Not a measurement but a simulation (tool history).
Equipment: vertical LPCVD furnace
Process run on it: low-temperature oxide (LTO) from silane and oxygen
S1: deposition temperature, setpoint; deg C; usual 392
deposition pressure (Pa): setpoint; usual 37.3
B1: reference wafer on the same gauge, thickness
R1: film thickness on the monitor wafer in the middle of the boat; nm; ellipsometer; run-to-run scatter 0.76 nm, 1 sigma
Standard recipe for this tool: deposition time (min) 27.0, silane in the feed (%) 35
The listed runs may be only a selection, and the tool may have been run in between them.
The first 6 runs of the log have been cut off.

{"run": 7, "hour": 525.6, "S1": 392, "deposition pressure (Pa)": 42.7, "deposition time (min)": 27.0, "silane in the feed (%)": 35, "B1": 217.11, "R1": 276.97}
{"run": 8, "hour": 607.7, "S1": 392, "deposition pressure (Pa)": 37.3, "deposition time (min)": 27.0, "silane in the feed (%)": 35, "B1": 217.0, "R1": 244.0}
{"run": 9, "hour": 711.5, "S1": 392, "deposition pressure (Pa)": 37.3, "deposition time (min)": 27.0, "silane in the feed (%)": 35, "B1": 217.0, "R1": 244.08}
{"run": 10, "hour": 813.9, "S1": 392, "deposition pressure (Pa)": 37.3, "deposition time (min)": 27.0, "silane in the feed (%)": 35, "B1": 216.82, "R1": 244.06}
{"run": 11, "hour": 895.0, "S1": 392, "deposition pressure (Pa)": 37.3, "deposition time (min)": 27.0, "silane in the feed (%)": 35, "B1": 216.97, "R1": 242.81}
{"run": 12, "hour": 977.3, "S1": 392, "deposition pressure (Pa)": 37.3, "deposition time (min)": 27.0, "silane in the feed (%)": 35, "B1": 217.12, "R1": 243.99}
{"run": 13, "hour": 1034.7, "S1": 392, "deposition pressure (Pa)": 37.3, "deposition time (min)": 27.0, "silane in the feed (%)": 35, "B1": 217.0, "R1": 244.63}
{"hour": 1046.4, "done": "gauge calibrated"}
{"run": 14, "hour": 1138.1, "S1": 392, "deposition pressure (Pa)": 37.3, "deposition time (min)": 27.0, "silane in the feed (%)": 35, "B1": 217.09, "R1": 245.13}
{"run": 15, "hour": 1205.2, "S1": 392, "deposition pressure (Pa)": 37.3, "deposition time (min)": 16.5, "silane in the feed (%)": 35, "B1": 216.99, "R1": 150.7}
{"run": 16, "hour": 1311.0, "S1": 380, "deposition pressure (Pa)": 37.3, "deposition time (min)": 35.5, "silane in the feed (%)": 39, "B1": 217.05, "R1": 320.4}
{"run": 17, "hour": 1380.5, "S1": 392, "deposition pressure (Pa)": 37.3, "deposition time (min)": 27.0, "silane in the feed (%)": 35, "B1": 216.94, "R1": 244.71}
{"run": 18, "hour": 1466.7, "S1": 392, "deposition pressure (Pa)": 32.0, "deposition time (min)": 27.0, "silane in the feed (%)": 35, "B1": 217.01, "R1": 211.84}

Run 19 comes next. What will it give?
{"run": 19, "hour": 1562.1, "S1": 392, "deposition pressure (Pa)": 37.3, "deposition time (min)": 27.0, "silane in the feed (%)": 35, "B1": "?", "R1": "?"}

B1: 217.06
R1: 245.65 nm
Without the tool's hidden state the same run would have given R1 239.37 nm.
